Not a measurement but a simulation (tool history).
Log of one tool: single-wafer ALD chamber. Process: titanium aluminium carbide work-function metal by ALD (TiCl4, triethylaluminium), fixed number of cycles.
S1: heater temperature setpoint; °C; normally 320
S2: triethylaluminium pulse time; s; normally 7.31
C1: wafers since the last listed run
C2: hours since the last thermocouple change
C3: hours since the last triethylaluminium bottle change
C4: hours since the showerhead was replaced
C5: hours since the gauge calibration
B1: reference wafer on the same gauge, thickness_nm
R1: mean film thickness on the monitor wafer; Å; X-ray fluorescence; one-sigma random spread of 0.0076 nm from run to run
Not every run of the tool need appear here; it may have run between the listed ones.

Run 1, hour 0.0: usual settings; C1 0; C2 1951.9; C3 511.1; C4 2584.0; C5 6.2; B1 2.331. Result: R1 19.92 Å.
Run 2, hour 6.5: usual settings; C1 101; C2 1958.4; C3 517.6; C4 2590.5; C5 12.7; B1 2.331. Result: R1 19.96 Å.
Run 3, hour 23.7: usual settings; C1 267; C2 1975.6; C3 534.8; C4 2607.7; C5 29.9; B1 2.330. Result: R1 19.94 Å.
Run 4, hour 31.0: usual settings; C1 113; C2 1982.9; C3 542.1; C4 2615.0; C5 37.2; B1 2.331. Result: R1 19.75 Å.
Run 5, hour 39.9: usual settings; C1 138; C2 1991.8; C3 551.0; C4 2623.9; C5 46.1; B1 2.328. Result: R1 19.85 Å.
Run 6, hour 52.4: usual settings but S2 6.13 s; C1 194; C2 2004.3; C3 563.5; C4 2636.4; C5 58.6; B1 2.328. Result: R1 18.52 Å.
Run 7, hour 69.3: usual settings but S2 6.13 s; C1 262; C2 2021.2; C3 580.4; C4 2653.3; C5 75.5; B1 2.329. Result: R1 18.58 Å.
Run 8, hour 81.9: usual settings; C1 195; C2 2033.8; C3 593.0; C4 2665.9; C5 88.1; B1 2.331. Result: R1 19.87 Å.
Run 9, hour 95.0: usual settings; C1 203; C2 2046.9; C3 606.1; C4 2679.0; C5 101.2; B1 2.332. Result: R1 19.81 Å.
Run 10, hour 102.9: usual settings; C1 122; C2 2054.8; C3 614.0; C4 2686.9; C5 109.1; B1 2.331. Result: R1 19.83 Å.
Run 11, hour 119.1: usual settings; C1 251; C2 2071.0; C3 630.2; C4 2703.1; C5 125.3; B1 2.330. Result: R1 20.00 Å.
At hour 136.3: thermocouple changed; heater temperature recalibrated.
Run 12, hour 160.9: usual settings; C1 525; C2 24.6; C3 672.0; C4 2744.9; C5 167.1; B1 2.326. Result: R1 19.74 Å.
Run 13, hour 172.6: usual settings; C1 181; C2 36.3; C3 683.7; C4 2756.6; C5 178.8; B1 2.331. Result: R1 19.89 Å.
Run 14, hour 179.6: usual settings; C1 108; C2 43.3; C3 690.7; C4 2763.6; C5 185.8; B1 2.332. Result: R1 19.76 Å.
Run 15, hour 187.7: usual settings but S1 316 °C, S2 6.54 s; C1 125; C2 51.4; C3 698.8; C4 2771.7; C5 193.9; B1 2.331. Result: R1 18.51 Å.
Run 16, hour 205.0: usual settings but S1 313 °C, S2 8.57 s; C1 268; C2 68.7; C3 716.1; C4 2789.0; C5 211.2; B1 2.331. Result: R1 20.32 Å.
At hour 225.6: triethylaluminium bottle replaced.
At hour 231.4: showerhead replaced.
Run 17, hour 233.6: usual settings but S1 326 °C, S2 8.32 s; C1 230; C2 97.3; C3 8.0; C4 2.2; C5 239.8; B1 2.332. Result: R1 22.53 Å.
Run 18, hour 242.1: usual settings but S2 8.33 s; C1 132; C2 105.8; C3 16.5; C4 10.7; C5 248.3; B1 2.332. Result: R1 22.05 Å.
Run 19, hour 257.6: usual settings; C1 240; C2 121.3; C3 32.0; C4 26.2; C5 263.8; B1 2.327. Result: R1 21.37 Å.
At hour 271.3: gauge calibrated.
Run 20, hour 271.4: usual settings but S1 315 °C, S2 9.77 s; C1 214; C2 135.1; C3 45.8; C4 40.0; C5 0.1; B1 2.331. Result: R1 22.14 Å.
Run 21, hour 286.7: usual settings; C1 237; C2 150.4; C3 61.1; C4 55.3; C5 15.4; B1 2.328. Result: R1 21.11 Å.
Run 22, hour 297.7: usual settings; C1 171; C2 161.4; C3 72.1; C4 66.3; C5 26.4; B1 2.328. Result: R1 21.10 Å.
Run 23, hour 306.9: usual settings but S1 334 °C, S2 8.38 s; C1 143; C2 170.6; C3 81.3; C4 75.5; C5 35.6; B1 2.329. Result: R1 22.86 Å.
Run 24, hour 318.2: usual settings but S2 9.95 s; C1 175; C2 181.9; C3 92.6; C4 86.8; C5 46.9; B1 2.326. Result: R1 22.56 Å.
Run 25, hour 334.1: usual settings; C1 247; C2 197.8; C3 108.5; C4 102.7; C5 62.8; B1 2.333. Result: R1 20.90 Å.
Run 26, hour 345.8: usual settings but S1 328 °C, S2 4.40 s; C1 181; C2 209.5; C3 120.2; C4 114.4; C5 74.5; B1 2.334. Result: R1 16.98 Å.
Run 27, hour 358.5: usual settings but S1 332 °C, S2 9.89 s; C1 197; C2 222.2; C3 132.9; C4 127.1; C5 87.2; B1 2.330. Result: R1 23.26 Å.
Run 28, hour 368.7: usual settings but S1 334 °C, S2 6.36 s; C1 158; C2 232.4; C3 143.1; C4 137.3; C5 97.4; B1 2.325. Result: R1 20.82 Å.

A few steps of R1 between consecutive runs. Split each: what settings, incoming material and random variation would produce without the hidden state, and what is left over for the hidden state, along with gauge scatter present in only one of the two compared results (measured, and without hidden state):
The tool's hidden condition here consists of: wafer temperature above the value expected at the setpoint (K); triethylaluminium dose above that of a fresh bottle (%); gauge reads high (%).
Run 16 -> 17: S1 313 -> 326, S2 8.57 -> 8.32, triethylaluminium bottle replaced, showerhead replaced. R1 +2.21 Å: hidden state +1.27, all else +0.94.
Run 25 -> 26: S1 320 -> 328, S2 7.31 -> 4.40. R1 -3.92 Å: hidden state -0.51, all else -3.41.
Run 26 -> 27: S1 328 -> 332, S2 4.40 -> 9.89. R1 +6.28 Å: hidden state +0.75, all else +5.53.

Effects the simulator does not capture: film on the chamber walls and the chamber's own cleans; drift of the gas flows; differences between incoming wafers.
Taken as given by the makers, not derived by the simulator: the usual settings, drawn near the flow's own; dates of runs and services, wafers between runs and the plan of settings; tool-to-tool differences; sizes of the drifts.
